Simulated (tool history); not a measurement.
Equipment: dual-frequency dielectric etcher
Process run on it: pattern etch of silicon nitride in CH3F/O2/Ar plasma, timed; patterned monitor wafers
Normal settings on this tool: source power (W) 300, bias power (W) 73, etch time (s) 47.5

run,hour,source power (W),bias power (W),etch time (s),wafers since the last listed run,hours since the last wet clean,hours since the last source power generator calibration,hours since the last bias power generator calibration,hours since the last upper electrode change,hours since the gauge calibration,"read-back reference wafer on the same gauge, depth_nm",mean etch depth across the wafer (angstrom)
1,0.0,270,73,51.0,0,152.5,4851.2,3457.2,1433.6,45.0,28.20,320.4
2,28.1,270,73,51.0,301,180.6,4879.3,3485.3,1461.7,73.1,28.19,320.1
3,54.8,270,73,51.0,286,207.3,4906.0,3512.0,1488.4,99.8,28.21,320.4
4,84.7,300,73,47.5,320,237.2,4935.9,3541.9,1518.3,129.7,28.21,312.1
5,116.9,300,73,47.5,345,269.4,4968.1,3574.1,1550.5,161.9,28.20,313.6
6,142.5,300,73,47.5,274,295.0,4993.7,3599.7,1576.1,187.5,28.21,312.4
7,178.0,300,73,47.5,380,330.5,5029.2,3635.2,1611.6,223.0,28.20,313.2
# hour 187.1: source power generator calibrated
# hour 195.3: bias power generator calibrated
8,195.8,300,73,47.5,105,348.3,8.7,0.5,1629.4,240.8,28.20,313.0
9,243.6,300,62,47.5,512,396.1,56.5,48.3,1677.2,288.6,28.21,294.2
# hour 262.9: gauge calibrated
# hour 292.5: wet clean of the chamber
# hour 294.0: upper electrode replaced
10,294.5,300,73,47.5,271,2.0,107.4,99.2,0.5,31.6,28.21,310.9
11,294.9,240,81,47.5,4,2.4,107.8,99.6,0.9,32.0,28.19,294.0
12,326.9,240,63,47.5,342,34.4,139.8,131.6,32.9,64.0,28.19,267.3
13,351.2,360,58,52.5,260,58.7,164.1,155.9,57.2,88.3,28.20,341.1
14,377.0,220,66,51.5,276,84.5,189.9,181.7,83.0,114.1,28.20,285.0
15,406.9,260,80,34.0,320,114.4,219.8,211.6,112.9,144.0,28.19,217.2
16,428.1,300,73,41.5,227,135.6,241.0,232.8,134.1,165.2,28.19,272.0
17,448.3,300,73,41.5,216,155.8,261.2,253.0,154.3,185.4,28.20,271.9
18,477.3,300,73,58.0,310,184.8,290.2,282.0,183.3,214.4,28.20,381.3
19,489.9,230,64,36.0,135,197.4,302.8,294.6,195.9,227.0,28.20,201.2
20,525.3,300,73,47.5,379,232.8,338.2,330.0,231.3,262.4,28.18,311.8
21,540.7,340,81,47.5,165,248.2,353.6,345.4,246.7,277.8,28.19,343.0

Each row is a separate what-if for the run after 21, all from the same tool condition, not one after another. Results?
A,541.1,300,73,47.5,4,248.6,354.0,345.8,247.1,278.2,?,?
B,541.1,320,56,47.5,4,248.6,354.0,345.8,247.1,278.2,?,?
C,541.1,360,66,47.5,4,248.6,354.0,345.8,247.1,278.2,?,?

run,"read-back reference wafer on the same gauge, depth_nm",mean etch depth across the wafer (angstrom)
A,28.19,311.8
B,28.19,290.5
C,28.19,324.2
Without the tool's unlogged condition, the same runs would have read:
run,mean etch depth across the wafer (angstrom)
A,309.6
B,288.5
C,321.9
